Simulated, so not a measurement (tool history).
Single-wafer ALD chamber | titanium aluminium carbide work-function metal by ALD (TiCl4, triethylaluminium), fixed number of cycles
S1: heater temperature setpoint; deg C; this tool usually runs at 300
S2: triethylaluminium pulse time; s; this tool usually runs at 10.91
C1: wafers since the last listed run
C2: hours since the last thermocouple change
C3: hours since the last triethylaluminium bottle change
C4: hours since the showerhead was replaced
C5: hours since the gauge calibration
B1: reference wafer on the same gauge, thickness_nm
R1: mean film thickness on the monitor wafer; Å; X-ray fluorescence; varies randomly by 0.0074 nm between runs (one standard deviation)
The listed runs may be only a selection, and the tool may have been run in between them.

{"run": 1, "hour": 0.0, "S1": 300, "S2": 11.81, "C1": 0, "C2": 1522.4, "C3": 621.1, "C4": 6983.2, "C5": 299.4, "B1": 2.201, "R1": 20.13}
{"run": 2, "hour": 15.3, "S1": 300, "S2": 11.81, "C1": 134, "C2": 1537.7, "C3": 636.4, "C4": 6998.5, "C5": 314.7, "B1": 2.196, "R1": 20.11}
{"run": 3, "hour": 26.5, "S1": 293, "S2": 10.91, "C1": 98, "C2": 1548.9, "C3": 647.6, "C4": 7009.7, "C5": 325.9, "B1": 2.199, "R1": 19.32}
{"run": 4, "hour": 33.1, "S1": 293, "S2": 10.91, "C1": 57, "C2": 1555.5, "C3": 654.2, "C4": 7016.3, "C5": 332.5, "B1": 2.203, "R1": 19.32}
{"run": 5, "hour": 43.8, "S1": 293, "S2": 10.91, "C1": 93, "C2": 1566.2, "C3": 664.9, "C4": 7027, "C5": 343.2, "B1": 2.199, "R1": 19.22}
{"run": 6, "hour": 55.5, "S1": 300, "S2": 10.91, "C1": 102, "C2": 1577.9, "C3": 676.6, "C4": 7038.7, "C5": 354.9, "B1": 2.202, "R1": 19.72}
{"hour": 67.5, "done": "thermocouple changed; heater temperature recalibrated"}
{"run": 7, "hour": 68.6, "S1": 300, "S2": 10.03, "C1": 44, "C2": 1.1, "C3": 689.7, "C4": 7051.8, "C5": 368, "B1": 2.199, "R1": 19.62}
{"run": 8, "hour": 77.3, "S1": 300, "S2": 10.03, "C1": 76, "C2": 9.8, "C3": 698.4, "C4": 7060.5, "C5": 376.7, "B1": 2.2, "R1": 19.69}
{"run": 9, "hour": 89.6, "S1": 300, "S2": 10.91, "C1": 107, "C2": 22.1, "C3": 710.7, "C4": 7072.8, "C5": 389, "B1": 2.199, "R1": 19.8}
{"run": 10, "hour": 106.7, "S1": 300, "S2": 10.91, "C1": 149, "C2": 39.2, "C3": 727.8, "C4": 7089.9, "C5": 406.1, "B1": 2.199, "R1": 19.77}
{"hour": 117.7, "done": "gauge calibrated"}
{"run": 11, "hour": 118.7, "S1": 311, "S2": 10.91, "C1": 105, "C2": 51.2, "C3": 739.8, "C4": 7101.9, "C5": 1, "B1": 2.199, "R1": 20.66}
{"run": 12, "hour": 141.6, "S1": 308, "S2": 14.44, "C1": 200, "C2": 74.1, "C3": 762.7, "C4": 7124.8, "C5": 23.9, "B1": 2.198, "R1": 20.87}
{"run": 13, "hour": 152.0, "S1": 293, "S2": 7.96, "C1": 91, "C2": 84.5, "C3": 773.1, "C4": 7135.2, "C5": 34.3, "B1": 2.198, "R1": 18.61}
{"run": 14, "hour": 162.0, "S1": 295, "S2": 12.52, "C1": 87, "C2": 94.5, "C3": 783.1, "C4": 7145.2, "C5": 44.3, "B1": 2.204, "R1": 19.75}
{"run": 15, "hour": 170.4, "S1": 312, "S2": 10.91, "C1": 73, "C2": 102.9, "C3": 791.5, "C4": 7153.6, "C5": 52.7, "B1": 2.204, "R1": 20.67}
{"hour": 192.7, "done": "triethylaluminium bottle replaced"}
{"run": 16, "hour": 193.2, "S1": 294, "S2": 15.2, "C1": 129, "C2": 125.7, "C3": 0.5, "C4": 7176.4, "C5": 75.5, "B1": 2.2, "R1": 20.13}
{"run": 17, "hour": 196.5, "S1": 300, "S2": 10.91, "C1": 28, "C2": 129, "C3": 3.8, "C4": 7179.7, "C5": 78.8, "B1": 2.2, "R1": 20.27}
{"run": 18, "hour": 206.9, "S1": 305, "S2": 6.9, "C1": 91, "C2": 139.4, "C3": 14.2, "C4": 7190.1, "C5": 89.2, "B1": 2.205, "R1": 20.16}
{"run": 19, "hour": 216.9, "S1": 291, "S2": 13.75, "C1": 87, "C2": 149.4, "C3": 24.2, "C4": 7200.1, "C5": 99.2, "B1": 2.199, "R1": 19.8}
{"run": 20, "hour": 233.8, "S1": 305, "S2": 7.74, "C1": 148, "C2": 166.3, "C3": 41.1, "C4": 7217, "C5": 116.1, "B1": 2.2, "R1": 20.23}
{"run": 21, "hour": 248.7, "S1": 300, "S2": 10.91, "C1": 130, "C2": 181.2, "C3": 56, "C4": 7231.9, "C5": 131, "B1": 2.197, "R1": 20.27}
{"run": 22, "hour": 264.4, "S1": 300, "S2": 10.91, "C1": 137, "C2": 196.9, "C3": 71.7, "C4": 7247.6, "C5": 146.7, "B1": 2.199, "R1": 20.28}
{"run": 23, "hour": 275.8, "S1": 311, "S2": 12.91, "C1": 99, "C2": 208.3, "C3": 83.1, "C4": 7259, "C5": 158.1, "B1": 2.198, "R1": 21.24}
{"run": 24, "hour": 290.9, "S1": 307, "S2": 10.91, "C1": 132, "C2": 223.4, "C3": 98.2, "C4": 7274.1, "C5": 173.2, "B1": 2.201, "R1": 20.76}
{"hour": 301.8, "done": "showerhead replaced"}
{"run": 25, "hour": 306.6, "S1": 296, "S2": 10.91, "C1": 67, "C2": 239.1, "C3": 113.9, "C4": 4.8, "C5": 188.9, "B1": 2.199, "R1": 19.82}
{"run": 26, "hour": 314.4, "S1": 308, "S2": 10.91, "C1": 68, "C2": 246.9, "C3": 121.7, "C4": 12.6, "C5": 196.7, "B1": 2.199, "R1": 20.76}
{"run": 27, "hour": 330.7, "S1": 300, "S2": 10.91, "C1": 142, "C2": 263.2, "C3": 138, "C4": 28.9, "C5": 213, "B1": 2.197, "R1": 20.08}
{"run": 28, "hour": 347.3, "S1": 285, "S2": 8.53, "C1": 145, "C2": 279.8, "C3": 154.6, "C4": 45.5, "C5": 229.6, "B1": 2.199, "R1": 18.77}
{"run": 29, "hour": 362.3, "S1": 293, "S2": 10.91, "C1": 131, "C2": 294.8, "C3": 169.6, "C4": 60.5, "C5": 244.6, "B1": 2.203, "R1": 19.81}
{"run": 30, "hour": 391.3, "S1": 285, "S2": 14.59, "C1": 254, "C2": 323.8, "C3": 198.6, "C4": 89.5, "C5": 273.6, "B1": 2.201, "R1": 19.25}
{"run": 31, "hour": 403.5, "S1": 300, "S2": 10.91, "C1": 106, "C2": 336, "C3": 210.8, "C4": 101.7, "C5": 285.8, "B1": 2.2, "R1": 20.19}
{"run": 32, "hour": 418.0, "S1": 290, "S2": 10.91, "C1": 127, "C2": 350.5, "C3": 225.3, "C4": 116.2, "C5": 300.3, "B1": 2.2, "R1": 19.44}
{"run": 33, "hour": 432.2, "S1": 314, "S2": 12.14, "C1": 124, "C2": 364.7, "C3": 239.5, "C4": 130.4, "C5": 314.5, "B1": 2.197, "R1": 21.37}

Each row is a separate what-if for the run after 33, all from the same tool condition, not one after another. Results?
{"run": "A", "hour": 432.6, "S1": 300, "S2": 10.91, "C1": 3, "C2": 365.1, "C3": 239.9, "C4": 130.8, "C5": 314.9, "B1": "?", "R1": "?"}
{"run": "B", "hour": 432.6, "S1": 300, "S2": 12.46, "C1": 3, "C2": 365.1, "C3": 239.9, "C4": 130.8, "C5": 314.9, "B1": "?", "R1": "?"}
{"run": "C", "hour": 432.6, "S1": 312, "S2": 7.38, "C1": 3, "C2": 365.1, "C3": 239.9, "C4": 130.8, "C5": 314.9, "B1": "?", "R1": "?"}
{"run": "D", "hour": 432.6, "S1": 304, "S2": 9.69, "C1": 3, "C2": 365.1, "C3": 239.9, "C4": 130.8, "C5": 314.9, "B1": "?", "R1": "?"}

run=A B1=2.2 R1=20.33
run=B B1=2.2 R1=20.49
run=C B1=2.2 R1=20.67
run=D B1=2.2 R1=20.48
The same runs, with their run-to-run variation unchanged, on a tool lacking any hidden condition would have given:
run=A R1=20.52
run=B R1=20.65
run=C R1=20.98
run=D R1=20.71
